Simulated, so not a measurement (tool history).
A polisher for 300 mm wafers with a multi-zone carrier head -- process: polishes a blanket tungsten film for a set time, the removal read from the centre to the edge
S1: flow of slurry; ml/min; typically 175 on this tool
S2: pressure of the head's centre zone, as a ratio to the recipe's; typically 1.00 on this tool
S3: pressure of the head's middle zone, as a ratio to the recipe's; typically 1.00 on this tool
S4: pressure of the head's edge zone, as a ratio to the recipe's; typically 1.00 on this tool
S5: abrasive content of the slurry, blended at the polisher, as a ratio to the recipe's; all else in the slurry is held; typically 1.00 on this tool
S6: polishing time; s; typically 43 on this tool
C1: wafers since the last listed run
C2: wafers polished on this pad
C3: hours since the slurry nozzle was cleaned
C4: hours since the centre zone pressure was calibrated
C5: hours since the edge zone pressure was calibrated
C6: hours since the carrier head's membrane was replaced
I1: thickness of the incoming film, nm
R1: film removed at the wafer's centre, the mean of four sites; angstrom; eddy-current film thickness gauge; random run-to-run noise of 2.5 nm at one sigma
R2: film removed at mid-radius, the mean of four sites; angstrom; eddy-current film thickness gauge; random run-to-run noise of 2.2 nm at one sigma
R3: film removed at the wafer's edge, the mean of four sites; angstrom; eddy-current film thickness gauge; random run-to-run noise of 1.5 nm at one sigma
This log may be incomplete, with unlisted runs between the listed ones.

run	day	S1	S2	S3	S4	S5	S6	C1	C2	C3	C4	C5	C6	I1	R1	R2	R3
1	0.000	175	1.00	1.00	1.00	1.00	43	0	952	261.6	722.8	370.0	497.4	680.7	1888	2010	2072
# day 0.088: edge zone pressure recalibrated
# day 1.504: slurry nozzle cleaned
2	2.904	175	1.00	1.00	1.00	1.00	43	880	1833	33.6	792.5	67.6	567.1	658.5	2007	2069	2077
3	5.754	175	1.00	1.00	1.00	1.00	43	903	2736	102.0	860.9	136.0	635.5	676.2	1921	1978	2010
# day 7.038: worn pad replaced by a new one
4	7.858	175	1.00	1.00	0.94	1.00	49	614	260	152.5	911.4	186.5	686.0	678.0	2296	2343	2375
5	10.621	130	1.00	1.00	1.00	1.00	43	875	1135	218.8	977.7	252.8	752.3	675.5	1871	1958	2009
6	12.612	175	1.00	1.00	1.00	1.00	43	631	1766	266.6	1025.5	300.6	800.1	668.8	1888	1965	2002
# day 13.017: slurry nozzle cleaned
7	13.767	175	1.00	1.00	1.00	1.00	43	352	2119	18.0	1053.2	328.3	827.8	681.7	2009	2054	2080
# day 15.250: worn pad replaced by a new one
8	16.388	175	1.00	1.00	1.00	1.00	43	777	359	80.9	1116.1	391.2	890.7	682.6	2018	2133	2144
# day 16.575: edge zone pressure recalibrated
9	18.358	175	1.03	1.00	1.00	1.00	43	598	958	128.2	1163.4	42.8	938.0	662.4	2063	2051	2103
10	19.462	175	1.00	1.00	1.00	1.20	43	349	1308	154.7	1189.9	69.3	964.5	669.4	2085	2088	2172
# day 20.858: centre zone pressure recalibrated
# day 23.150: worn pad replaced by a new one
# day 23.917: slurry nozzle cleaned
# day 27.354: carrier head's membrane replaced by a new one
11	27.558	175	1.03	1.00	1.00	1.00	43	2407	1317	87.4	160.8	263.6	4.9	683.8	2087	2088	2112
12	30.146	175	1.00	1.09	1.00	0.80	43	819	2137	149.5	222.9	325.7	67.0	672.4	1824	2047	1934
# day 31.404: edge zone pressure recalibrated
# day 32.854: worn pad replaced by a new one
13	33.108	175	1.00	1.00	1.00	1.20	43	859	80	220.6	294.0	40.9	138.1	675.3	2092	2124	2209
# day 34.467: slurry nozzle cleaned
14	35.221	195	1.00	1.00	1.00	1.00	43	656	737	18.1	344.7	91.6	188.8	669.4	2123	2148	2174
15	36.496	195	0.93	1.05	1.00	1.00	43	404	1141	48.7	375.3	122.2	219.4	669.5	1950	2223	2155
16	38.112	175	1.08	1.00	1.00	1.00	43	512	1653	87.5	414.1	161.0	258.2	668.9	2157	2030	2085
17	40.804	175	1.10	1.07	1.12	1.00	56	853	2506	152.1	478.7	225.6	322.8	679.7	2762	2751	2793
# day 42.867: worn pad replaced by a new one
18	42.992	225	1.00	1.00	1.00	1.00	32	640	39	204.6	531.2	278.1	375.3	667.0	1563	1610	1612
19	45.288	175	1.00	1.00	1.04	1.00	43	727	766	259.7	586.3	333.2	430.4	664.4	1961	2023	2103

5 ways to go on from here, each from the tool as it stands after run 19. What would each give?
A	45.304	175	1.00	1.00	1.00	1.00	43	5	772	260.1	586.7	333.6	430.8	678.8	?	?	?
B	45.304	215	1.00	0.96	1.00	1.15	43	5	772	260.1	586.7	333.6	430.8	678.8	?	?	?
C	45.304	215	1.00	1.08	1.00	1.00	35	5	772	260.1	586.7	333.6	430.8	678.8	?	?	?
D	45.304	175	1.11	1.00	1.00	1.10	37	5	772	260.1	586.7	333.6	430.8	678.8	?	?	?
E	45.304	220	1.00	1.00	1.00	1.00	34	5	772	260.1	586.7	333.6	430.8	678.8	?	?	?

run	R1	R2	R3
A	1964	2015	2088
B	2104	2078	2210
C	1658	1807	1737
D	1920	1773	1838
E	1616	1650	1693
What these runs would have given with no unlogged condition in the tool:
run	R1	R2	R3
A	2151	2190	2231
B	2283	2240	2348
C	1798	1949	1846
D	2103	1927	1964
E	1751	1778	1798
